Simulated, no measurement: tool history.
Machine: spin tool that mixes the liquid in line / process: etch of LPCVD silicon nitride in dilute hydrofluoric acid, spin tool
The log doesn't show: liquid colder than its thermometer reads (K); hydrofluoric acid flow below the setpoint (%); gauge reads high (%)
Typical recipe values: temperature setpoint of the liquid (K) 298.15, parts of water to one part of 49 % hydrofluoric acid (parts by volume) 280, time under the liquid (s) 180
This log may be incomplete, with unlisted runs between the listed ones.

run,hour,temperature setpoint of the liquid (K),parts of water to one part of 49 % hydrofluoric acid (parts by volume),time under the liquid (s),wafers since the last listed run,hours since the thermometer was replaced,hours since the hydrofluoric acid flow meter was replaced,hours since the gauge calibration,"read-back film thickness of the LPCVD silicon nitride reference wafer, read on the same gauge (nm)",thickness taken off the LPCVD silicon nitride on a monitor wafer (nm)
1,0,298.15,280,135,0,526.8,300.1,394.6,90.007,0.264
2,183.7,298.15,280,135,958,710.5,483.8,578.3,90.024,0.256
3,221.8,298.15,280,180,198,748.6,521.9,616.4,89.969,0.306
4,251.7,298.15,280,180,156,778.5,551.8,646.3,90.062,0.331
5,306.8,298.15,280,180,287,833.6,606.9,701.4,90.023,0.275
6,371.1,298.15,280,180,335,897.9,671.2,765.7,89.987,0.329
7,430.9,298.15,280,180,312,957.7,731,825.5,89.971,0.322
8,502,298.15,280,180,371,1028.8,802.1,896.6,90.003,0.371
9,562.4,300.65,280,180,315,1089.2,862.5,957,89.975,0.391
10,617.2,298.15,280,180,286,1144,917.3,1011.8,89.972,0.357
# hour 636.3: thermometer replaced
11,677.4,298.15,280,180,309,41.1,977.5,1072,89.959,0.351
12,742.7,298.15,280,180,340,106.4,1042.8,1137.3,90.016,0.338
13,802.7,298.15,280,180,313,166.4,1102.8,1197.3,90.015,0.345
14,836.6,301.65,395,265,176,200.3,1136.7,1231.2,89.95,0.393
# hour 862.7: hydrofluoric acid flow meter replaced
15,872.5,300.15,145,180,182,236.2,9.8,1267.1,89.99,0.701
16,932.6,298.15,390,180,313,296.3,69.9,1327.2,90.017,0.273
17,998.6,302.15,215,125,344,362.3,135.9,1393.2,90.005,0.325
# hour 1006.3: gauge calibrated
18,1050,298.15,280,180,268,413.7,187.3,43.7,89.976,0.301
19,1101.8,294.15,280,75,270,465.5,239.1,95.5,89.987,0.106
20,1127.3,298.15,280,230,133,491,264.6,121,90.023,0.398
21,1190.9,298.15,280,180,331,554.6,328.2,184.6,89.987,0.338
22,1244.6,299.65,280,180,280,608.3,381.9,238.3,90.002,0.412
23,1308,300.15,280,180,330,671.7,445.3,301.7,89.986,0.369
24,1348.7,294.65,230,210,212,712.4,486,342.4,90.007,0.374
25,1412.7,294.15,340,140,334,776.4,550,406.4,90.004,0.185

Branching from run 25: 3 alternative next runs. What would each branch give?
A,1413.2,302.65,280,180,2,776.9,550.5,406.9,?,?
B,1413.2,296.65,400,140,2,776.9,550.5,406.9,?,?
C,1413.2,294.15,230,270,2,776.9,550.5,406.9,?,?

run,"read-back film thickness of the LPCVD silicon nitride reference wafer, read on the same gauge (nm)",thickness taken off the LPCVD silicon nitride on a monitor wafer (nm)
A,89.986,0.406
B,89.986,0.155
C,89.986,0.44
With no hidden state in the tool, these same runs would have given:
run,thickness taken off the LPCVD silicon nitride on a monitor wafer (nm)
A,0.406
B,0.155
C,0.44
